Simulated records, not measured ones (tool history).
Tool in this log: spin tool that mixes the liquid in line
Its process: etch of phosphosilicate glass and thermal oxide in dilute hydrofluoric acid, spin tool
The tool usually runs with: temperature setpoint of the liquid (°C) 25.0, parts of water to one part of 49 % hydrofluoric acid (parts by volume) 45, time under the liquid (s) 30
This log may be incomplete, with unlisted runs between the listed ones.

run,hour,temperature setpoint of the liquid (°C),parts of water to one part of 49 % hydrofluoric acid (parts by volume),time under the liquid (s),"read-back film thickness of the phosphosilicate glass reference wafer, read on the same gauge (nm)","read-back film thickness of the thermal oxide reference wafer, read on the same gauge (nm)",thickness taken off the phosphosilicate glass on a monitor wafer (angstrom),thickness taken off the thermal oxide on a monitor wafer (angstrom)
1,0.0,25.0,50,30,29.98,39.991,610.8,27.34
2,14.1,25.0,45,30,30.00,39.974,677.0,30.43
3,26.0,25.0,30,30,30.00,39.982,1047.6,47.15
4,36.9,25.0,45,30,30.01,39.987,672.8,30.53
# hour 52.0: thermometer replaced
5,53.8,25.0,45,30,29.98,39.993,683.7,30.18
6,64.2,25.0,45,30,30.00,40.027,665.4,30.48
7,71.8,25.0,45,30,29.99,39.975,675.4,30.33
8,81.5,29.5,45,45,30.01,39.990,1221.4,53.97
# hour 81.9: gauge calibrated
9,93.5,25.0,45,30,30.01,39.997,668.6,30.09
10,105.2,25.0,45,20,30.01,40.003,452.5,19.91
11,113.0,25.0,45,30,29.94,40.011,669.7,30.30
12,121.2,25.0,45,30,30.02,39.974,671.5,29.90
13,136.2,27.0,45,35,30.00,40.018,847.7,37.86
# hour 150.1: hydrofluoric acid flow meter replaced
14,150.6,25.0,45,30,30.02,40.017,778.2,35.14
15,158.1,25.0,45,30,29.95,40.031,790.5,34.92
16,175.1,21.5,40,15,30.02,40.039,378.7,17.14
17,190.6,25.0,45,30,30.00,39.991,788.3,34.89
18,198.3,25.0,45,30,30.02,40.032,785.1,34.68
19,205.2,20.0,50,30,30.01,40.027,563.0,25.43
20,218.4,29.5,35,30,30.03,40.015,1222.6,54.45
21,229.9,25.0,35,30,30.03,39.989,1020.3,45.15
22,248.4,22.0,40,50,30.01,40.021,1294.7,57.66
23,265.8,28.5,40,15,30.02,39.989,503.2,22.36
24,272.5,21.5,45,25,29.99,40.021,557.8,25.01
25,284.1,20.0,60,25,30.02,40.009,383.1,17.00

5 ways to go on from here, each from the tool as it stands after run 25. What would each give?
A,284.5,25.0,45,30,?,?,?,?
B,284.5,29.0,45,30,?,?,?,?
C,284.5,21.5,35,40,?,?,?,?
D,284.5,30.0,50,45,?,?,?,?
E,284.5,23.0,55,30,?,?,?,?

run,"read-back film thickness of the phosphosilicate glass reference wafer, read on the same gauge (nm)","read-back film thickness of the thermal oxide reference wafer, read on the same gauge (nm)",thickness taken off the phosphosilicate glass on a monitor wafer (angstrom),thickness taken off the thermal oxide on a monitor wafer (angstrom)
A,30.02,40.019,780.6,34.41
B,30.02,40.019,917.2,40.44
C,30.02,40.019,1172.2,51.68
D,30.02,40.019,1278.2,56.35
E,30.02,40.019,580.4,25.59
Had the tool no hidden state, the same runs would have come out as:
run,thickness taken off the phosphosilicate glass on a monitor wafer (angstrom),thickness taken off the thermal oxide on a monitor wafer (angstrom)
A,797.5,35.16
B,937.3,41.32
C,1197.0,52.77
D,1306.3,57.59
E,593.0,26.14
